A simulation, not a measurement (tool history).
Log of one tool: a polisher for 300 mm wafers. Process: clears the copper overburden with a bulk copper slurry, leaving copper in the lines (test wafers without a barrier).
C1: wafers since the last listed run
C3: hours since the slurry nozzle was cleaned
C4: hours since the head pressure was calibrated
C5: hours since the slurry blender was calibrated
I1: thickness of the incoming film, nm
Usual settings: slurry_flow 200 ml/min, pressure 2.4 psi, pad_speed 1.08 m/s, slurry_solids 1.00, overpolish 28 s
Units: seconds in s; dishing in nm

{"run": 1, "hour": 0.0, "slurry_flow": 200, "pressure": 2.4, "pad_speed": 1.08, "slurry_solids": 1.0, "overpolish": 38, "C1": 0, "wafers polished on this pad": 377, "C3": 40.6, "C4": 874.5, "C5": 171.7, "I1": 749.6, "seconds": 91.8, "dishing": 67.8}
{"run": 2, "hour": 31.4, "slurry_flow": 200, "pressure": 2.4, "pad_speed": 1.08, "slurry_solids": 1.0, "overpolish": 38, "C1": 229, "wafers polished on this pad": 607, "C3": 72.0, "C4": 905.9, "C5": 203.1, "I1": 750.2, "seconds": 92.3, "dishing": 67.9}
{"hour": 38.5, "done": "head pressure recalibrated"}
{"run": 3, "hour": 81.8, "slurry_flow": 200, "pressure": 2.4, "pad_speed": 1.08, "slurry_solids": 1.0, "overpolish": 28, "C1": 354, "wafers polished on this pad": 961, "C3": 122.4, "C4": 43.3, "C5": 253.5, "I1": 733.1, "seconds": 91.0, "dishing": 63.8}
{"run": 4, "hour": 150.9, "slurry_flow": 200, "pressure": 2.4, "pad_speed": 1.08, "slurry_solids": 1.0, "overpolish": 28, "C1": 505, "wafers polished on this pad": 1466, "C3": 191.5, "C4": 112.4, "C5": 322.6, "I1": 741.7, "seconds": 91.3, "dishing": 62.9}
{"hour": 182.3, "done": "slurry nozzle cleaned"}
{"hour": 182.4, "done": "worn pad replaced by a new one"}
{"run": 5, "hour": 214.4, "slurry_flow": 165, "pressure": 2.4, "pad_speed": 1.08, "slurry_solids": 1.0, "overpolish": 28, "C1": 456, "wafers polished on this pad": 234, "C3": 32.1, "C4": 175.9, "C5": 386.1, "I1": 742.6, "seconds": 92.6, "dishing": 62.8}
{"run": 6, "hour": 252.9, "slurry_flow": 165, "pressure": 2.4, "pad_speed": 1.08, "slurry_solids": 1.0, "overpolish": 28, "C1": 281, "wafers polished on this pad": 515, "C3": 70.6, "C4": 214.4, "C5": 424.6, "I1": 752.1, "seconds": 96.1, "dishing": 63.8}
{"run": 7, "hour": 297.9, "slurry_flow": 165, "pressure": 2.4, "pad_speed": 1.08, "slurry_solids": 1.0, "overpolish": 28, "C1": 329, "wafers polished on this pad": 845, "C3": 115.6, "C4": 259.4, "C5": 469.6, "I1": 751.0, "seconds": 95.9, "dishing": 63.3}
{"run": 8, "hour": 350.4, "slurry_flow": 200, "pressure": 2.4, "pad_speed": 1.08, "slurry_solids": 1.0, "overpolish": 28, "C1": 384, "wafers polished on this pad": 1229, "C3": 168.1, "C4": 311.9, "C5": 522.1, "I1": 747.7, "seconds": 94.1, "dishing": 61.7}
{"hour": 381.9, "done": "slurry blender recalibrated"}
{"hour": 394.0, "done": "worn pad replaced by a new one"}
{"run": 9, "hour": 398.6, "slurry_flow": 200, "pressure": 2.0, "pad_speed": 1.08, "slurry_solids": 1.0, "overpolish": 24, "C1": 308, "wafers polished on this pad": 33, "C3": 216.3, "C4": 360.1, "C5": 16.7, "I1": 751.3, "seconds": 108.6, "dishing": 56.6}
{"hour": 425.9, "done": "slurry nozzle cleaned"}
{"run": 10, "hour": 458.2, "slurry_flow": 200, "pressure": 2.0, "pad_speed": 1.08, "slurry_solids": 1.0, "overpolish": 24, "C1": 428, "wafers polished on this pad": 462, "C3": 32.3, "C4": 419.7, "C5": 76.3, "I1": 758.8, "seconds": 107.7, "dishing": 57.2}
{"run": 11, "hour": 503.0, "slurry_flow": 200, "pressure": 2.7, "pad_speed": 1.08, "slurry_solids": 1.0, "overpolish": 28, "C1": 327, "wafers polished on this pad": 790, "C3": 77.1, "C4": 464.5, "C5": 121.1, "I1": 743.2, "seconds": 77.8, "dishing": 67.0}
{"run": 12, "hour": 549.3, "slurry_flow": 200, "pressure": 2.8, "pad_speed": 1.08, "slurry_solids": 1.0, "overpolish": 28, "C1": 338, "wafers polished on this pad": 1128, "C3": 123.4, "C4": 510.8, "C5": 167.4, "I1": 742.6, "seconds": 77.9, "dishing": 67.8}
{"run": 13, "hour": 578.7, "slurry_flow": 200, "pressure": 2.4, "pad_speed": 1.08, "slurry_solids": 1.0, "overpolish": 28, "C1": 215, "wafers polished on this pad": 1344, "C3": 152.8, "C4": 540.2, "C5": 196.8, "I1": 741.6, "seconds": 91.3, "dishing": 63.8}
{"run": 14, "hour": 610.2, "slurry_flow": 200, "pressure": 2.4, "pad_speed": 1.08, "slurry_solids": 1.15, "overpolish": 17, "C1": 230, "wafers polished on this pad": 1574, "C3": 184.3, "C4": 571.7, "C5": 228.3, "I1": 737.7, "seconds": 90.5, "dishing": 53.8}
{"hour": 663.4, "done": "worn pad replaced by a new one"}
{"hour": 664.4, "done": "slurry nozzle cleaned"}
{"run": 15, "hour": 670.3, "slurry_flow": 200, "pressure": 2.4, "pad_speed": 1.32, "slurry_solids": 1.0, "overpolish": 28, "C1": 403, "wafers polished on this pad": 43, "C3": 5.9, "C4": 631.8, "C5": 288.4, "I1": 731.3, "seconds": 73.5, "dishing": 65.4}
{"run": 16, "hour": 712.2, "slurry_flow": 200, "pressure": 2.4, "pad_speed": 1.08, "slurry_solids": 1.0, "overpolish": 28, "C1": 306, "wafers polished on this pad": 350, "C3": 47.8, "C4": 673.7, "C5": 330.3, "I1": 756.2, "seconds": 93.8, "dishing": 63.9}
{"run": 17, "hour": 766.9, "slurry_flow": 200, "pressure": 2.4, "pad_speed": 1.08, "slurry_solids": 0.8, "overpolish": 20, "C1": 400, "wafers polished on this pad": 750, "C3": 102.5, "C4": 728.4, "C5": 385.0, "I1": 732.8, "seconds": 93.9, "dishing": 57.2}
{"run": 18, "hour": 813.5, "slurry_flow": 200, "pressure": 2.4, "pad_speed": 0.84, "slurry_solids": 1.0, "overpolish": 28, "C1": 341, "wafers polished on this pad": 1091, "C3": 149.1, "C4": 775.0, "C5": 431.6, "I1": 734.4, "seconds": 117.0, "dishing": 59.1}
{"run": 19, "hour": 838.9, "slurry_flow": 200, "pressure": 2.4, "pad_speed": 1.08, "slurry_solids": 1.0, "overpolish": 28, "C1": 185, "wafers polished on this pad": 1277, "C3": 174.5, "C4": 800.4, "C5": 457.0, "I1": 749.7, "seconds": 93.5, "dishing": 63.5}
{"hour": 864.6, "done": "worn pad replaced by a new one"}
{"hour": 876.0, "done": "head pressure recalibrated"}
{"hour": 887.9, "done": "slurry blender recalibrated"}
{"run": 20, "hour": 888.4, "slurry_flow": 260, "pressure": 2.4, "pad_speed": 1.08, "slurry_solids": 1.0, "overpolish": 28, "C1": 303, "wafers polished on this pad": 144, "C3": 224.0, "C4": 12.4, "C5": 0.5, "I1": 737.2, "seconds": 85.7, "dishing": 65.3}
{"hour": 928.8, "done": "slurry nozzle cleaned"}
{"run": 21, "hour": 948.0, "slurry_flow": 165, "pressure": 2.9, "pad_speed": 1.08, "slurry_solids": 1.0, "overpolish": 28, "C1": 428, "wafers polished on this pad": 573, "C3": 19.2, "C4": 72.0, "C5": 60.1, "I1": 748.6, "seconds": 76.3, "dishing": 68.8}
{"run": 22, "hour": 975.9, "slurry_flow": 200, "pressure": 3.1, "pad_speed": 1.08, "slurry_solids": 1.0, "overpolish": 24, "C1": 204, "wafers polished on this pad": 777, "C3": 47.1, "C4": 99.9, "C5": 88.0, "I1": 742.2, "seconds": 69.5, "dishing": 67.5}
{"run": 23, "hour": 1042.1, "slurry_flow": 200, "pressure": 1.9, "pad_speed": 1.08, "slurry_solids": 1.0, "overpolish": 28, "C1": 484, "wafers polished on this pad": 1262, "C3": 113.3, "C4": 166.1, "C5": 154.2, "I1": 739.5, "seconds": 114.5, "dishing": 58.2}
{"run": 24, "hour": 1111.9, "slurry_flow": 200, "pressure": 2.4, "pad_speed": 1.08, "slurry_solids": 1.0, "overpolish": 28, "C1": 510, "wafers polished on this pad": 1773, "C3": 183.1, "C4": 235.9, "C5": 224.0, "I1": 745.9, "seconds": 93.5, "dishing": 64.0}
{"hour": 1135.1, "done": "worn pad replaced by a new one"}
{"run": 25, "hour": 1176.8, "slurry_flow": 265, "pressure": 2.1, "pad_speed": 0.88, "slurry_solids": 1.0, "overpolish": 32, "C1": 445, "wafers polished on this pad": 305, "C3": 248.0, "C4": 300.8, "C5": 288.9, "I1": 750.9, "seconds": 125.2, "dishing": 60.8}

What the log doesn't show, run by run:
removal rate lost through wear of the pad, %: 0 in every run
slurry flow missing at the pad, %: 0 in every run
deviation of the head's pressure from its setpoint, %: 0 in every run
H1: abrasive missing from the slurry, %
run=1 H1=24.9
run=2 H1=27.2
run=3 H1=30
run=4 H1=32.7
run=5 H1=34.3
run=6 H1=35
run=7 H1=35.7
run=8 H1=36.2
run=9 H1=3.86
run=10 H1=14.1
run=11 H1=19.7
run=12 H1=24
run=13 H1=26.2
run=14 H1=28.1
run=15 H1=30.9
run=16 H1=32.3
run=17 H1=33.7
run=18 H1=34.5
run=19 H1=34.9
run=20 H1=2.15
run=21 H1=13.5
run=22 H1=17.5
run=23 H1=24.7
run=24 H1=29.6
run=25 H1=32.7
